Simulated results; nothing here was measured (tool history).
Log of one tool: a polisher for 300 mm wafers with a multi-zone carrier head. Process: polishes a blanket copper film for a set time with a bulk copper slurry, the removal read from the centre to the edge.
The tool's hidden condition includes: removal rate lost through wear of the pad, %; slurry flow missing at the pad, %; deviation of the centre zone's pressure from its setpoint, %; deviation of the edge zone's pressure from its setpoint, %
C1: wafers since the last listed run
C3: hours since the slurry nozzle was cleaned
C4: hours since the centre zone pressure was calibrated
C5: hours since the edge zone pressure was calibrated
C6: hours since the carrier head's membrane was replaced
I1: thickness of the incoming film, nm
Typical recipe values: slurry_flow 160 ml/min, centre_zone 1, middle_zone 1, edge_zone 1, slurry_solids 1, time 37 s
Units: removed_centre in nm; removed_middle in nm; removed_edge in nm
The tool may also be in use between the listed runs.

{"run": 1, "hour": 0.0, "slurry_flow": 110, "centre_zone": 1, "middle_zone": 1, "edge_zone": 1, "slurry_solids": 1, "time": 37, "C1": 0, "wafers polished on this pad": 1282, "C3": 63.9, "C4": 121.4, "C5": 64, "C6": 388.9, "I1": 3138.9, "removed_centre": 417.8, "removed_middle": 423.9, "removed_edge": 437.4}
{"hour": 15.5, "done": "worn pad replaced by a new one"}
{"run": 2, "hour": 17.9, "slurry_flow": 160, "centre_zone": 1, "middle_zone": 1, "edge_zone": 1, "slurry_solids": 1, "time": 37, "C1": 176, "wafers polished on this pad": 29, "C3": 81.8, "C4": 139.3, "C5": 81.9, "C6": 406.8, "I1": 3201.2, "removed_centre": 487, "removed_middle": 482.9, "removed_edge": 482.5}
{"run": 3, "hour": 26.4, "slurry_flow": 160, "centre_zone": 1, "middle_zone": 1, "edge_zone": 1, "slurry_solids": 1, "time": 37, "C1": 107, "wafers polished on this pad": 137, "C3": 90.3, "C4": 147.8, "C5": 90.4, "C6": 415.3, "I1": 3240.6, "removed_centre": 496, "removed_middle": 474.5, "removed_edge": 480.9}
{"run": 4, "hour": 33.9, "slurry_flow": 160, "centre_zone": 0.91, "middle_zone": 0.97, "edge_zone": 1, "slurry_solids": 1, "time": 37, "C1": 95, "wafers polished on this pad": 233, "C3": 97.8, "C4": 155.3, "C5": 97.9, "C6": 422.8, "I1": 3239, "removed_centre": 454.2, "removed_middle": 465.8, "removed_edge": 483.8}
{"run": 5, "hour": 49.2, "slurry_flow": 160, "centre_zone": 1, "middle_zone": 1.03, "edge_zone": 1, "slurry_solids": 1.1, "time": 37, "C1": 194, "wafers polished on this pad": 427, "C3": 113.1, "C4": 170.6, "C5": 113.2, "C6": 438.1, "I1": 3195.7, "removed_centre": 498.3, "removed_middle": 493.1, "removed_edge": 509.4}
{"run": 6, "hour": 59.8, "slurry_flow": 160, "centre_zone": 1.07, "middle_zone": 1, "edge_zone": 1, "slurry_solids": 1, "time": 37, "C1": 134, "wafers polished on this pad": 561, "C3": 123.7, "C4": 181.2, "C5": 123.8, "C6": 448.7, "I1": 3209.8, "removed_centre": 499.7, "removed_middle": 475.7, "removed_edge": 483.3}
{"run": 7, "hour": 68.0, "slurry_flow": 160, "centre_zone": 0.93, "middle_zone": 1, "edge_zone": 1, "slurry_solids": 1, "time": 37, "C1": 104, "wafers polished on this pad": 665, "C3": 131.9, "C4": 189.4, "C5": 132, "C6": 456.9, "I1": 3178.4, "removed_centre": 455.3, "removed_middle": 473.2, "removed_edge": 472.2}
{"run": 8, "hour": 74.6, "slurry_flow": 160, "centre_zone": 1, "middle_zone": 1, "edge_zone": 1, "slurry_solids": 1, "time": 37, "C1": 83, "wafers polished on this pad": 749, "C3": 138.5, "C4": 196, "C5": 138.6, "C6": 463.5, "I1": 3162.3, "removed_centre": 469.6, "removed_middle": 477.9, "removed_edge": 483.8}
{"run": 9, "hour": 82.7, "slurry_flow": 160, "centre_zone": 0.89, "middle_zone": 1.06, "edge_zone": 0.96, "slurry_solids": 1, "time": 37, "C1": 102, "wafers polished on this pad": 852, "C3": 146.6, "C4": 204.1, "C5": 146.7, "C6": 471.6, "I1": 3193.5, "removed_centre": 444.4, "removed_middle": 490.2, "removed_edge": 478.6}
{"run": 10, "hour": 115.1, "slurry_flow": 105, "centre_zone": 1, "middle_zone": 1, "edge_zone": 0.9, "slurry_solids": 1, "time": 37, "C1": 411, "wafers polished on this pad": 1263, "C3": 179, "C4": 236.5, "C5": 179.1, "C6": 504, "I1": 3142.3, "removed_centre": 412.1, "removed_middle": 399.8, "removed_edge": 408}
{"hour": 132.7, "done": "carrier head's membrane replaced by a new one"}
{"run": 11, "hour": 133.2, "slurry_flow": 160, "centre_zone": 1, "middle_zone": 1, "edge_zone": 1, "slurry_solids": 1, "time": 29, "C1": 166, "wafers polished on this pad": 1430, "C3": 197.1, "C4": 254.6, "C5": 197.2, "C6": 0.5, "I1": 3256.5, "removed_centre": 354.7, "removed_middle": 359.4, "removed_edge": 362.3}
{"hour": 143.7, "done": "worn pad replaced by a new one"}
{"run": 12, "hour": 146.4, "slurry_flow": 160, "centre_zone": 1.07, "middle_zone": 0.89, "edge_zone": 1, "slurry_solids": 1, "time": 37, "C1": 116, "wafers polished on this pad": 34, "C3": 210.3, "C4": 267.8, "C5": 210.4, "C6": 13.7, "I1": 3167.8, "removed_centre": 506.5, "removed_middle": 430, "removed_edge": 502.1}
{"run": 13, "hour": 157.8, "slurry_flow": 160, "centre_zone": 1, "middle_zone": 0.95, "edge_zone": 1.03, "slurry_solids": 1, "time": 37, "C1": 144, "wafers polished on this pad": 179, "C3": 221.7, "C4": 279.2, "C5": 221.8, "C6": 25.1, "I1": 3177.5, "removed_centre": 489.9, "removed_middle": 452.5, "removed_edge": 502.6}
{"run": 14, "hour": 170.2, "slurry_flow": 160, "centre_zone": 0.92, "middle_zone": 1, "edge_zone": 1.1, "slurry_solids": 1, "time": 37, "C1": 157, "wafers polished on this pad": 336, "C3": 234.1, "C4": 291.6, "C5": 234.2, "C6": 37.5, "I1": 3222.7, "removed_centre": 459.1, "removed_middle": 469.3, "removed_edge": 509.1}
{"run": 15, "hour": 187.3, "slurry_flow": 160, "centre_zone": 0.9, "middle_zone": 1.03, "edge_zone": 1, "slurry_solids": 1, "time": 32, "C1": 217, "wafers polished on this pad": 553, "C3": 251.2, "C4": 308.7, "C5": 251.3, "C6": 54.6, "I1": 3172.5, "removed_centre": 394.3, "removed_middle": 413.3, "removed_edge": 429.6}
{"run": 16, "hour": 197.9, "slurry_flow": 160, "centre_zone": 0.88, "middle_zone": 1.12, "edge_zone": 1, "slurry_solids": 0.75, "time": 28, "C1": 134, "wafers polished on this pad": 688, "C3": 261.8, "C4": 319.3, "C5": 261.9, "C6": 65.2, "I1": 3195.3, "removed_centre": 315.7, "removed_middle": 375, "removed_edge": 344.3}
{"run": 17, "hour": 213.0, "slurry_flow": 160, "centre_zone": 1, "middle_zone": 1, "edge_zone": 1, "slurry_solids": 1, "time": 37, "C1": 191, "wafers polished on this pad": 880, "C3": 276.9, "C4": 334.4, "C5": 277, "C6": 80.3, "I1": 3214, "removed_centre": 482.5, "removed_middle": 461.4, "removed_edge": 473.5}
{"run": 18, "hour": 222.6, "slurry_flow": 160, "centre_zone": 0.9, "middle_zone": 1, "edge_zone": 1, "slurry_solids": 1, "time": 37, "C1": 121, "wafers polished on this pad": 1001, "C3": 286.5, "C4": 344, "C5": 286.6, "C6": 89.9, "I1": 3232.5, "removed_centre": 444, "removed_middle": 458.3, "removed_edge": 491.5}
{"run": 19, "hour": 230.4, "slurry_flow": 180, "centre_zone": 1.1, "middle_zone": 0.96, "edge_zone": 1, "slurry_solids": 1.15, "time": 37, "C1": 99, "wafers polished on this pad": 1100, "C3": 294.3, "C4": 351.8, "C5": 294.4, "C6": 97.7, "I1": 3231.9, "removed_centre": 549.2, "removed_middle": 474.9, "removed_edge": 489.4}
{"run": 20, "hour": 242.1, "slurry_flow": 120, "centre_zone": 1, "middle_zone": 1, "edge_zone": 0.93, "slurry_solids": 1, "time": 31, "C1": 148, "wafers polished on this pad": 1249, "C3": 306, "C4": 363.5, "C5": 306.1, "C6": 109.4, "I1": 3241.6, "removed_centre": 367.4, "removed_middle": 346.9, "removed_edge": 355.8}
{"run": 21, "hour": 258.1, "slurry_flow": 160, "centre_zone": 0.88, "middle_zone": 1, "edge_zone": 1, "slurry_solids": 0.75, "time": 37, "C1": 203, "wafers polished on this pad": 1452, "C3": 322, "C4": 379.5, "C5": 322.1, "C6": 125.4, "I1": 3185, "removed_centre": 401.9, "removed_middle": 429.7, "removed_edge": 437.5}
{"run": 22, "hour": 266.1, "slurry_flow": 160, "centre_zone": 0.95, "middle_zone": 1, "edge_zone": 1, "slurry_solids": 1.15, "time": 49, "C1": 101, "wafers polished on this pad": 1554, "C3": 330, "C4": 387.5, "C5": 330.1, "C6": 133.4, "I1": 3182.4, "removed_centre": 598.2, "removed_middle": 612.9, "removed_edge": 615}

Give the tool's hidden conditions for every run:
slurry flow missing at the pad, %: 0 on each run
deviation of the centre zone's pressure from its setpoint, %: 0 on each run
deviation of the edge zone's pressure from its setpoint, %: 0 on each run
H1: removal rate lost through wear of the pad, %
run=1 H1=5.32
run=2 H1=0.669
run=3 H1=0.719
run=4 H1=0.815
run=5 H1=1.16
run=6 H1=1.53
run=7 H1=1.88
run=8 H1=2.2
run=9 H1=2.65
run=10 H1=5.02
run=11 H1=6.75
run=12 H1=0.0768
run=13 H1=0.161
run=14 H1=0.382
run=15 H1=0.909
run=16 H1=1.36
run=17 H1=2.18
run=18 H1=2.81
run=19 H1=3.38
run=20 H1=4.33
run=21 H1=5.82
run=22 H1=6.65

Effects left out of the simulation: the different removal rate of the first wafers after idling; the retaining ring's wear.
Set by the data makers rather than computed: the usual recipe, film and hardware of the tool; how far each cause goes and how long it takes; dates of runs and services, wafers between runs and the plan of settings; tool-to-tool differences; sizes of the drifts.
